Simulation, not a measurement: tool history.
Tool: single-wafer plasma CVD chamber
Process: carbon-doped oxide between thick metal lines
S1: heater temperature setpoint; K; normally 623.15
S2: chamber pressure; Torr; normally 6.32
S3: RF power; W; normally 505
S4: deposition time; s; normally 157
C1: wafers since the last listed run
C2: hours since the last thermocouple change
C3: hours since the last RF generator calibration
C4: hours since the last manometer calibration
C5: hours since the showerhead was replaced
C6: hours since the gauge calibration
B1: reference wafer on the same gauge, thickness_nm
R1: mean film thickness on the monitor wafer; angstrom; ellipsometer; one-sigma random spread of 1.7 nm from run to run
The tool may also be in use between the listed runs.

run   hour      S1    S2   S3   S4   C1      C2      C3      C4      C5     C6       B1        R1
  1    0.0  623.15  6.32  505  157    0  1058.0  2079.6  1933.4  6724.3  200.4  839.897   8771.61
  2   26.9  623.15  6.32  505  157  332  1084.9  2106.5  1960.3  6751.2  227.3  840.027   8760.21
  3   40.0  623.15  6.32  505  179  161  1098.0  2119.6  1973.4  6764.3  240.4  840.083   9949.34
      45.5  -- gauge calibrated
  4   61.2  623.15  6.32  505  179  261  1119.2  2140.8  1994.6  6785.5   15.7  840.062   9956.49
  5   89.0  623.15  6.32  505  179  343  1147.0  2168.6  2022.4  6813.3   43.5  839.767   9952.75
  6  117.4  623.15  7.20  505  139  350  1175.4  2197.0  2050.8  6841.7   71.9  840.224   7818.73
     138.6  -- showerhead replaced
     139.5  -- capacitance manometer re-zeroed and calibrated
  7  150.7  623.15  7.20  505  139  301  1208.7  2230.3    11.2    12.1  105.2  839.809   7803.97
     173.2  -- thermocouple changed; heater temperature recalibrated
  8  183.1  623.15  7.20  505  139  301     9.9  2262.7    43.6    44.5  137.6  839.754   7795.12
  9  215.1  623.15  6.32  505  157  395    41.9  2294.7    75.6    76.5  169.6  839.745   8728.78
     238.7  -- RF generator calibrated
 10  241.9  623.15  6.32  505  179  232    68.7     3.2   102.4   103.3  196.4  840.171  10368.70
 11  271.8  634.15  7.68  535  188  369    98.6    33.1   132.3   133.2  226.3  840.095  11140.03
     286.5  -- gauge calibrated
 12  305.2  623.15  5.69  415  174  412   132.0    66.5   165.7   166.6   18.7  840.026   8831.56
 13  318.5  632.15  6.32  465  138  164   145.3    79.8   179.0   179.9   32.0  840.544   7447.31
 14  337.6  623.15  6.32  505  157  235   164.4    98.9   198.1   199.0   51.1  840.104   9055.20
 15  373.2  623.15  6.32  570  187  439   200.0   134.5   233.7   234.6   86.7  840.199  11517.11
 16  389.9  628.15  6.32  590  157  206   216.7   151.2   250.4   251.3  103.4  839.930   9728.59
 17  404.0  623.15  6.32  505  157  174   230.8   165.3   264.5   265.4  117.5  840.325   9019.63
 18  433.6  623.15  7.80  535  157  365   260.4   194.9   294.1   295.0  147.1  839.990   9428.61

The tool's hidden state at each run:
wafer temperature above the value expected at the setpoint (K): 0, the same for each run
true pressure above the setpoint (%): 0, the same for each run
gauge reads high (%): 0, the same for each run
H1: delivered RF power above the setpoint (%)
run     H1
  1  -8.34
  2  -8.36
  3  -8.37
  4  -8.38
  5   -8.4
  6  -8.42
  7  -8.44
  8  -8.45
  9  -8.47
 10  -1.27
 11   -1.6
 12  -1.96
 13   -2.1
 14  -2.29
 15  -2.64
 16   -2.8
 17  -2.93
 18   -3.2
